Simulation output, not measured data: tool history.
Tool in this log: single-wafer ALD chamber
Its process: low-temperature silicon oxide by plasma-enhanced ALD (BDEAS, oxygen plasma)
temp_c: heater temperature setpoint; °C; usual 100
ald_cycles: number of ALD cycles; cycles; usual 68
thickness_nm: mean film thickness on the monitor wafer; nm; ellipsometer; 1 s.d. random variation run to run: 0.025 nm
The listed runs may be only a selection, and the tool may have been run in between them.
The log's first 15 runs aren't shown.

| run | hour | temp_c | ald_cycles | read-back reference wafer on the same gauge, thickness_nm | thickness_nm |
|---|---|---|---|---|---|
|  | 1255.7 | gauge calibrated |
| 16 | 1406.1 | 100 | 68 | 9.558 | 9.887 |
| 17 | 1452.6 | 100 | 60 | 9.565 | 8.668 |
| 18 | 1490.9 | 100 | 60 | 9.565 | 8.684 |
| 19 | 1532.2 | 100 | 68 | 9.564 | 9.861 |
| 20 | 1619.9 | 100 | 68 | 9.559 | 9.813 |
| 21 | 1668.6 | 100 | 68 | 9.564 | 9.862 |
| 22 | 1734.1 | 100 | 58 | 9.558 | 8.396 |
| 23 | 1798.6 | 100 | 68 | 9.559 | 9.809 |
| 24 | 1842.4 | 104 | 56 | 9.561 | 8.009 |
| 25 | 1904.1 | 108 | 68 | 9.554 | 9.580 |
| 26 | 1995.1 | 92 | 58 | 9.554 | 8.501 |
|  | 2080.9 | thermocouple changed; heater temperature recalibrated |
| 27 | 2081.4 | 90 | 80 | 9.555 | 12.054 |
| 28 | 2130.4 | 100 | 61 | 9.563 | 8.840 |
| 29 | 2199.8 | 92 | 77 | 9.561 | 11.514 |
| 30 | 2237.7 | 106 | 56 | 9.562 | 8.016 |
| 31 | 2309.9 | 106 | 68 | 9.556 | 9.713 |
| 32 | 2381.6 | 86 | 76 | 9.553 | 11.625 |
| 33 | 2424.9 | 100 | 68 | 9.564 | 9.841 |
| 34 | 2512.6 | 91 | 77 | 9.554 | 11.541 |
| 35 | 2566.8 | 87 | 68 | 9.557 | 10.409 |
| 36 | 2613.6 | 100 | 68 | 9.566 | 9.840 |
| 37 | 2659.3 | 100 | 56 | 9.565 | 8.095 |
| 38 | 2762.1 | 100 | 68 | 9.561 | 9.834 |
| 39 | 2809.7 | 100 | 68 | 9.558 | 9.838 |
| 40 | 2860.1 | 88 | 61 | 9.559 | 9.150 |

3 ways to go on from here, each from the tool as it stands after run 40. What would each give?
| A | 2860.6 | 110 | 68 | ? | ? |
| B | 2860.6 | 109 | 60 | ? | ? |
| C | 2860.6 | 86 | 58 | ? | ? |

| run | read-back reference wafer on the same gauge, thickness_nm | thickness_nm |
|---|---|---|
| A | 9.560 | 9.562 |
| B | 9.560 | 8.455 |
| C | 9.560 | 8.745 |
Stripped of hidden state, with their random variation kept, the same runs would have yielded:
| run | thickness_nm |
|---|---|
| A | 9.642 |
| B | 8.525 |
| C | 8.881 |

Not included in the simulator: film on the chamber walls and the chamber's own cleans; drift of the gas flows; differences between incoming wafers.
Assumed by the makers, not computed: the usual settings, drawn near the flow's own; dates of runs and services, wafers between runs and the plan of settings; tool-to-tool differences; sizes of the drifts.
